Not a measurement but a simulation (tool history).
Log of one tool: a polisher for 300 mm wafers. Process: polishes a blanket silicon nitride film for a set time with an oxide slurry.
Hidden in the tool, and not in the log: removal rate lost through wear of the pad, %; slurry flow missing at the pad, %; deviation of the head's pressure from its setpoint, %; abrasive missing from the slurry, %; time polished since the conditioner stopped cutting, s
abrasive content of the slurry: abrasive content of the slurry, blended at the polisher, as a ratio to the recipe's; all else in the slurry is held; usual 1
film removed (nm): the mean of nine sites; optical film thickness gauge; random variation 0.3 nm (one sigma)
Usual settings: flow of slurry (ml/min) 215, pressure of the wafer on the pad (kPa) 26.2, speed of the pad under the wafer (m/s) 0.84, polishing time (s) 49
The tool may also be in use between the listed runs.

| run | hour | flow of slurry (ml/min) | pressure of the wafer on the pad (kPa) | speed of the pad under the wafer (m/s) | abrasive content of the slurry | polishing time (s) | wafers since the last listed run | wafers polished on this pad | hours since the slurry nozzle was cleaned | hours since the head pressure was calibrated | hours since the slurry blender was calibrated | hours since the conditioning disc was replaced | incoming thickness of the incoming film, nm | film removed (nm) |
|---|---|---|---|---|---|---|---|---|---|---|---|---|---|---|
| 1 | 0 | 215 | 26.2 | 0.84 | 1 | 44 | 0 | 157 | 281.5 | 1471.2 | 416.5 | 59.3 | 295.1 | 23.1 |
| 2 | 17.4 | 215 | 26.2 | 0.84 | 1 | 49 | 170 | 328 | 298.9 | 1488.6 | 433.9 | 76.7 | 292 | 25.5 |
| 3 | 31.6 | 215 | 26.2 | 0.84 | 1 | 49 | 138 | 466 | 313.1 | 1502.8 | 448.1 | 90.9 | 289.2 | 25.6 |
| 4 | 49.4 | 215 | 26.2 | 0.84 | 1 | 49 | 173 | 640 | 330.9 | 1520.6 | 465.9 | 108.7 | 289.8 | 24.7 |
|  | 62.3 | slurry blender recalibrated |
| 5 | 62.9 | 215 | 26.2 | 0.84 | 1 | 49 | 112 | 753 | 344.4 | 1534.1 | 0.6 | 122.2 | 294.7 | 25.1 |
| 6 | 72.4 | 215 | 21.4 | 0.84 | 1 | 40 | 92 | 846 | 353.9 | 1543.6 | 10.1 | 131.7 | 286.8 | 17.1 |
| 7 | 88 | 215 | 26.2 | 0.84 | 1 | 49 | 152 | 998 | 369.5 | 1559.2 | 25.7 | 147.3 | 291.8 | 24.6 |
|  | 104 | head pressure recalibrated |
| 8 | 104.5 | 215 | 26.2 | 0.84 | 1 | 49 | 141 | 1140 | 386 | 0.5 | 42.2 | 163.8 | 288.6 | 24.1 |
|  | 110.2 | conditioning disc replaced and pad reconditioned |
|  | 114.5 | worn pad replaced by a new one |
| 9 | 121 | 215 | 26.2 | 0.84 | 1 | 49 | 102 | 63 | 402.5 | 17 | 58.7 | 10.8 | 283.8 | 25.7 |
| 10 | 127 | 240 | 26.2 | 0.84 | 1 | 49 | 58 | 122 | 408.5 | 23 | 64.7 | 16.8 | 292.7 | 26.3 |
| 11 | 134.1 | 190 | 18.6 | 0.84 | 1.1 | 49 | 69 | 191 | 415.6 | 30.1 | 71.8 | 23.9 | 290.7 | 19.6 |
|  | 142.9 | slurry nozzle cleaned |
| 12 | 150.8 | 215 | 20 | 0.84 | 0.9 | 49 | 153 | 345 | 7.9 | 46.8 | 88.5 | 40.6 | 288.2 | 21.3 |
| 13 | 164.6 | 215 | 21.4 | 0.84 | 1 | 49 | 134 | 480 | 21.7 | 60.6 | 102.3 | 54.4 | 289.1 | 23.7 |
| 14 | 176.5 | 175 | 26.2 | 0.84 | 1 | 49 | 116 | 596 | 33.6 | 72.5 | 114.2 | 66.3 | 292 | 27.3 |
| 15 | 193.9 | 235 | 17.9 | 1.1 | 1 | 49 | 170 | 766 | 51 | 89.9 | 131.6 | 83.7 | 292.2 | 24.6 |
| 16 | 206.9 | 240 | 26.2 | 0.84 | 1 | 49 | 127 | 893 | 64 | 102.9 | 144.6 | 96.7 | 290.3 | 27.2 |
| 17 | 213.1 | 215 | 26.2 | 0.96 | 1 | 49 | 60 | 954 | 70.2 | 109.1 | 150.8 | 102.9 | 293.5 | 29.4 |
| 18 | 224.6 | 215 | 26.2 | 0.84 | 1 | 49 | 112 | 1066 | 81.7 | 120.6 | 162.3 | 114.4 | 284.5 | 26.2 |
|  | 242.1 | worn pad replaced by a new one |
| 19 | 242.6 | 215 | 26.2 | 0.84 | 1 | 49 | 136 | 4 | 99.7 | 138.6 | 180.3 | 132.4 | 290.9 | 26.1 |
| 20 | 255.6 | 215 | 26.2 | 0.84 | 1 | 58 | 127 | 131 | 112.7 | 151.6 | 193.3 | 145.4 | 288.5 | 29.9 |
| 21 | 263.8 | 185 | 26.2 | 0.84 | 1 | 49 | 80 | 212 | 120.9 | 159.8 | 201.5 | 153.6 | 287.1 | 25.2 |
| 22 | 270.5 | 250 | 31 | 1.02 | 1.3 | 49 | 65 | 277 | 127.6 | 166.5 | 208.2 | 160.3 | 292.2 | 37.8 |
|  | 280.6 | conditioning disc replaced and pad reconditioned |
| 23 | 286.4 | 215 | 26.2 | 1.08 | 1 | 49 | 135 | 413 | 143.5 | 182.4 | 224.1 | 5.8 | 290 | 33.6 |
| 24 | 299.6 | 145 | 26.2 | 0.84 | 0.9 | 49 | 129 | 542 | 156.7 | 195.6 | 237.3 | 19 | 283.4 | 23.5 |
| 25 | 305.7 | 215 | 26.2 | 0.84 | 1 | 49 | 59 | 602 | 162.8 | 201.7 | 243.4 | 25.1 | 285.8 | 26.8 |
| 26 | 323.6 | 235 | 17.9 | 1.1 | 1 | 49 | 174 | 777 | 180.7 | 219.6 | 261.3 | 43 | 289.3 | 24 |
|  | 341.7 | worn pad replaced by a new one |
| 27 | 342.2 | 195 | 26.2 | 0.84 | 1.1 | 49 | 142 | 4 | 199.3 | 238.2 | 279.9 | 61.6 | 293.7 | 26.5 |

Forecast each of these 3 alternatives for the next run:
| A | 342.6 | 215 | 26.2 | 0.84 | 1 | 63 | 3 | 8 | 199.7 | 238.6 | 280.3 | 62 | 289.8 | ? |
| B | 342.6 | 245 | 22.1 | 0.84 | 1 | 49 | 3 | 8 | 199.7 | 238.6 | 280.3 | 62 | 289.8 | ? |
| C | 342.6 | 255 | 32.4 | 0.84 | 0.7 | 42 | 3 | 8 | 199.7 | 238.6 | 280.3 | 62 | 289.8 | ? |

| run | film removed (nm) |
|---|---|
| A | 33.5 |
| B | 23.1 |
| C | 24.4 |
Without the tool's hidden state the same runs would have given:
| run | film removed (nm) |
|---|---|
| A | 37.6 |
| B | 25.6 |
| C | 27.1 |
